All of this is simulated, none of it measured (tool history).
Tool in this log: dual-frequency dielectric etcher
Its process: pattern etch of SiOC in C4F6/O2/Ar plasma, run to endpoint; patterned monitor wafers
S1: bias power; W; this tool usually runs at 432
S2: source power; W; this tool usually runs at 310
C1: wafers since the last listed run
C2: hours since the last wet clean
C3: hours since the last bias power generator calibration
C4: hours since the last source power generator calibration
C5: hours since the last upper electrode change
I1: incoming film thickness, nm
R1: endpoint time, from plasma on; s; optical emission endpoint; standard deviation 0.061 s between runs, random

Run 1, day 0: usual settings; C1 0; C2 33.1; C3 3918.5; C4 3918.3; C5 1623; I1 52.3. Result: R1 19.8 s.
Run 2, day 2.846: usual settings; C1 1420; C2 101.4; C3 3986.8; C4 3986.6; C5 1691.3; I1 52.5. Result: R1 19.7 s.
Run 3, day 4.046: usual settings but S2 370 W; C1 599; C2 130.2; C3 4015.6; C4 4015.4; C5 1720.1; I1 52.6. Result: R1 18.6 s.
Run 4, day 5.167: usual settings but S2 370 W; C1 559; C2 157.1; C3 4042.5; C4 4042.3; C5 1747; I1 52.6. Result: R1 18.4 s.
Run 5, day 6.579: usual settings but S2 270 W; C1 705; C2 191; C3 4076.4; C4 4076.2; C5 1780.9; I1 52.9. Result: R1 20.9 s.
Run 6, day 8.021: usual settings but S2 270 W; C1 719; C2 225.6; C3 4111; C4 4110.8; C5 1815.5; I1 52.4. Result: R1 20.7 s.
Run 7, day 9.917: usual settings but S2 270 W; C1 946; C2 271.1; C3 4156.5; C4 4156.3; C5 1861; I1 52.8. Result: R1 20.7 s.
Run 8, day 12.112: usual settings but S2 340 W; C1 1096; C2 323.8; C3 4209.2; C4 4209; C5 1913.7; I1 53.3. Result: R1 19.1 s.
Run 9, day 14.425: usual settings but S2 340 W; C1 1154; C2 379.3; C3 4264.7; C4 4264.5; C5 1969.2; I1 52.8. Result: R1 19 s.
Run 10, day 19.304: usual settings; C1 2435; C2 496.4; C3 4381.8; C4 4381.6; C5 2086.3; I1 53.3. Result: R1 19.7 s.
Run 11, day 20.642: usual settings; C1 667; C2 528.5; C3 4413.9; C4 4413.7; C5 2118.4; I1 53.6. Result: R1 19.8 s.
Run 12, day 22.221: usual settings; C1 788; C2 566.4; C3 4451.8; C4 4451.6; C5 2156.3; I1 53.3. Result: R1 19.8 s.
Run 13, day 24.612: usual settings but S1 516 W; C1 1193; C2 623.8; C3 4509.2; C4 4509; C5 2213.7; I1 53.1. Result: R1 18.2 s.
At day 25.612: source power generator calibrated.
At day 26.162: wet clean of the chamber.
Run 14, day 26.183: usual settings but S2 350 W; C1 426; C2 0.5; C3 4546.9; C4 13.7; C5 2251.4; I1 52.7. Result: R1 18.9 s.
Run 15, day 28.888: usual settings; C1 1349; C2 65.4; C3 4611.8; C4 78.6; C5 2316.3; I1 52.9. Result: R1 20 s.
Run 16, day 30.308: usual settings but S1 351 W, S2 290 W; C1 709; C2 99.5; C3 4645.9; C4 112.7; C5 2350.4; I1 52.6. Result: R1 22.1 s.
At day 32.767: bias power generator calibrated.
Run 17, day 33.129: usual settings but S1 465 W, S2 230 W; C1 1324; C2 167.2; C3 8.7; C4 180.4; C5 2418.1; I1 53.3. Result: R1 22.3 s.
Run 18, day 35.538: usual settings but S1 401 W, S2 350 W; C1 1202; C2 225; C3 66.5; C4 238.2; C5 2475.9; I1 53. Result: R1 19.9 s.
Run 19, day 38.279: usual settings but S1 502 W, S2 290 W; C1 1368; C2 290.8; C3 132.3; C4 304; C5 2541.7; I1 52.7. Result: R1 19.3 s.
Run 20, day 39.667: usual settings but S1 341 W, S2 290 W; C1 692; C2 324.1; C3 165.6; C4 337.3; C5 2575; I1 53.2. Result: R1 22.8 s.
Run 21, day 41.046: usual settings but S1 347 W, S2 260 W; C1 688; C2 357.2; C3 198.7; C4 370.4; C5 2608.1; I1 52.6. Result: R1 23.4 s.
Run 22, day 43.725: usual settings; C1 1337; C2 421.5; C3 263; C4 434.7; C5 2672.4; I1 52.7. Result: R1 19.8 s.
Run 23, day 44.904: usual settings; C1 588; C2 449.8; C3 291.3; C4 463; C5 2700.7; I1 52.5. Result: R1 19.8 s.
Run 24, day 46.371: usual settings but S1 348 W, S2 380 W; C1 732; C2 485; C3 326.5; C4 498.2; C5 2735.9; I1 53. Result: R1 20.1 s.
Run 25, day 48.033: usual settings but S1 525 W, S2 250 W; C1 829; C2 524.9; C3 366.4; C4 538.1; C5 2775.8; I1 52.6. Result: R1 19.9 s.
At day 50.212: wet clean of the chamber.
Run 26, day 50.233: usual settings; C1 599; C2 0.5; C3 419.2; C4 590.9; C5 2828.6; I1 52.8. Result: R1 20.1 s.
Run 27, day 51.796: usual settings but S1 400 W; C1 779; C2 38; C3 456.7; C4 628.4; C5 2866.1; I1 52.6. Result: R1 20.7 s.
At day 59.696: upper electrode replaced.
Run 28, day 60.483: usual settings; C1 3837; C2 246.5; C3 665.2; C4 836.9; C5 18.9; I1 52.6. Result: R1 19.8 s.
Run 29, day 65.229: usual settings; C1 2369; C2 360.4; C3 779.1; C4 950.8; C5 132.8; I1 53.2. Result: R1 20 s.
Run 30, day 67.112: usual settings but S1 390 W, S2 230 W; C1 940; C2 405.6; C3 824.3; C4 996; C5 178; I1 52.8. Result: R1 23.2 s.
Run 31, day 69.396: usual settings but S1 391 W, S2 330 W; C1 1139; C2 460.4; C3 879.1; C4 1050.8; C5 232.8; I1 52.3. Result: R1 19.9 s.
At day 76.608: wet clean of the chamber.
Run 32, day 78.042: usual settings but S1 506 W, S2 370 W; C1 3816; C2 34.4; C3 1086.6; C4 1258.3; C5 440.3; I1 53. Result: R1 17.6 s.
Run 33, day 79.454: usual settings but S1 475 W, S2 240 W; C1 705; C2 68.3; C3 1120.5; C4 1292.2; C5 474.2; I1 53.1. Result: R1 21.4 s.
Run 34, day 81.088: usual settings; C1 815; C2 107.5; C3 1159.7; C4 1331.4; C5 513.4; I1 53.1. Result: R1 20.1 s.
Run 35, day 83.221: usual settings but S1 388 W, S2 340 W; C1 1064; C2 158.7; C3 1210.9; C4 1382.6; C5 564.6; I1 53.2. Result: R1 20.3 s.
Run 36, day 85.854: usual settings but S1 483 W; C1 1314; C2 221.9; C3 1274.1; C4 1445.8; C5 627.8; I1 52.4. Result: R1 18.7 s.

Results for each run, recomputed without the tool's hidden state and with each run's random variation untouched:
Hidden state present: etch rate over this chamber's usual, %; bias power that arrives over what is set, %; source power that arrives over what is set, %.
run    R1
  1  20.2
  2  20.2
  3    19
  4  18.9
  5  21.5
  6  21.3
  7  21.3
  8  19.7
  9  19.6
 10  20.5
 11  20.6
 12  20.6
 13    19
 14  19.3
 15  20.5
 16  22.6
 17  22.4
 18  20.1
 19  19.5
 20  23.2
 21  23.8
 22  20.3
 23  20.2
 24  20.5
 25  20.4
 26  20.3
 27  20.9
 28  20.2
 29  20.5
 30  23.8
 31  20.5
 32  17.9
 33  21.8
 34  20.5
 35  20.7
 36  19.2
